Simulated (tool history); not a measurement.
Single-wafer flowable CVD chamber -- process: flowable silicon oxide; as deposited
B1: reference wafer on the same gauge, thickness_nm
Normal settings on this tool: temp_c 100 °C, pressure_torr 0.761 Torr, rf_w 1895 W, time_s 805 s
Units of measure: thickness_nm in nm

Run 1, hour 0.0: usual settings but pressure_torr 0.828 Torr, time_s 680 s; B1 547.884. Result: thickness_nm 505.778 nm.
Run 2, hour 9.2: usual settings but temp_c 104 °C; B1 547.890. Result: thickness_nm 490.018 nm.
Run 3, hour 20.3: usual settings; B1 548.105. Result: thickness_nm 550.880 nm.
Run 4, hour 34.3: usual settings; B1 548.290. Result: thickness_nm 552.908 nm.
Run 5, hour 47.8: usual settings; B1 548.059. Result: thickness_nm 553.352 nm.
Run 6, hour 60.3: usual settings but rf_w 2135 W; B1 547.943. Result: thickness_nm 566.821 nm.
Run 7, hour 70.7: usual settings but rf_w 2135 W; B1 547.897. Result: thickness_nm 565.835 nm.
Run 8, hour 88.5: usual settings but rf_w 2135 W; B1 547.938. Result: thickness_nm 568.120 nm.
Run 9, hour 96.1: usual settings; B1 547.483. Result: thickness_nm 554.653 nm.
At hour 108.5: gauge calibrated.
Run 10, hour 109.1: usual settings; B1 547.830. Result: thickness_nm 556.475 nm.
Run 11, hour 117.4: usual settings; B1 547.781. Result: thickness_nm 555.702 nm.
Run 12, hour 129.1: usual settings; B1 548.058. Result: thickness_nm 556.814 nm.
Run 13, hour 144.3: usual settings; B1 547.483. Result: thickness_nm 558.646 nm.
At hour 182.8: showerhead replaced.
At hour 186.6: RF generator calibrated.
Run 14, hour 187.1: usual settings but temp_c 106 °C, pressure_torr 0.883 Torr, rf_w 2150 W, time_s 751 s; B1 547.844. Result: thickness_nm 520.591 nm.
Run 15, hour 193.6: usual settings; B1 548.139. Result: thickness_nm 561.044 nm.
Run 16, hour 207.5: usual settings but pressure_torr 0.612 Torr, time_s 650 s; B1 548.130. Result: thickness_nm 365.749 nm.
At hour 223.6: thermocouple changed; heater temperature recalibrated.
Run 17, hour 225.4: usual settings but temp_c 107 °C, rf_w 1600 W; B1 547.757. Result: thickness_nm 385.121 nm.
Run 18, hour 231.6: usual settings; B1 548.095. Result: thickness_nm 500.072 nm.
At hour 248.3: capacitance manometer re-zeroed and calibrated.
Run 19, hour 248.8: usual settings but temp_c 104 °C, pressure_torr 0.947 Torr, rf_w 1555 W; B1 547.876. Result: thickness_nm 463.423 nm.
Run 20, hour 260.7: usual settings but temp_c 90 °C, rf_w 1790 W, time_s 752 s; B1 547.845. Result: thickness_nm 549.261 nm.
Run 21, hour 271.7: usual settings but temp_c 104 °C, pressure_torr 0.694 Torr; B1 548.327. Result: thickness_nm 361.324 nm.
At hour 275.0: gauge calibrated.
Run 22, hour 279.3: usual settings but rf_w 2065 W, time_s 904 s; B1 548.035. Result: thickness_nm 513.156 nm.
Run 23, hour 293.2: usual settings but temp_c 86 °C, pressure_torr 0.713 Torr, rf_w 1535 W, time_s 957 s; B1 548.104. Result: thickness_nm 693.994 nm.
Run 24, hour 307.4: usual settings but rf_w 2180 W, time_s 683 s; B1 548.157. Result: thickness_nm 392.305 nm.
Run 25, hour 318.3: usual settings; B1 547.913. Result: thickness_nm 448.940 nm.
Run 26, hour 325.8: usual settings; B1 547.651. Result: thickness_nm 448.039 nm.
Run 27, hour 342.7: usual settings; B1 548.031. Result: thickness_nm 449.587 nm.
Run 28, hour 350.4: usual settings but temp_c 104 °C, pressure_torr 0.947 Torr, rf_w 1555 W; B1 547.932. Result: thickness_nm 467.714 nm.

Below are 4 alternative next runs, each starting from the tool's condition after run 28. Predict each:
Run A, hour 351.0: usual settings but pressure_torr 0.574 Torr; B1 ?. Result: thickness_nm ?.
Run B, hour 351.0: usual settings but temp_c 111 °C, rf_w 2145 W, time_s 903 s; B1 ?. Result: thickness_nm ?.
Run C, hour 351.0: usual settings but temp_c 106 °C, pressure_torr 0.623 Torr, rf_w 2145 W, time_s 754 s; B1 ?. Result: thickness_nm ?.
Run D, hour 351.0: usual settings but pressure_torr 0.695 Torr, rf_w 2045 W; B1 ?. Result: thickness_nm ?.

run       B1  thickness_nm
  A  547.992       340.409
  B  547.992       376.394
  C  547.992       297.255
  D  547.992       418.655
What these runs would have given with no unlogged condition in the tool:
run  thickness_nm
  A       347.848
  B       384.181
  C       303.612
  D       427.629

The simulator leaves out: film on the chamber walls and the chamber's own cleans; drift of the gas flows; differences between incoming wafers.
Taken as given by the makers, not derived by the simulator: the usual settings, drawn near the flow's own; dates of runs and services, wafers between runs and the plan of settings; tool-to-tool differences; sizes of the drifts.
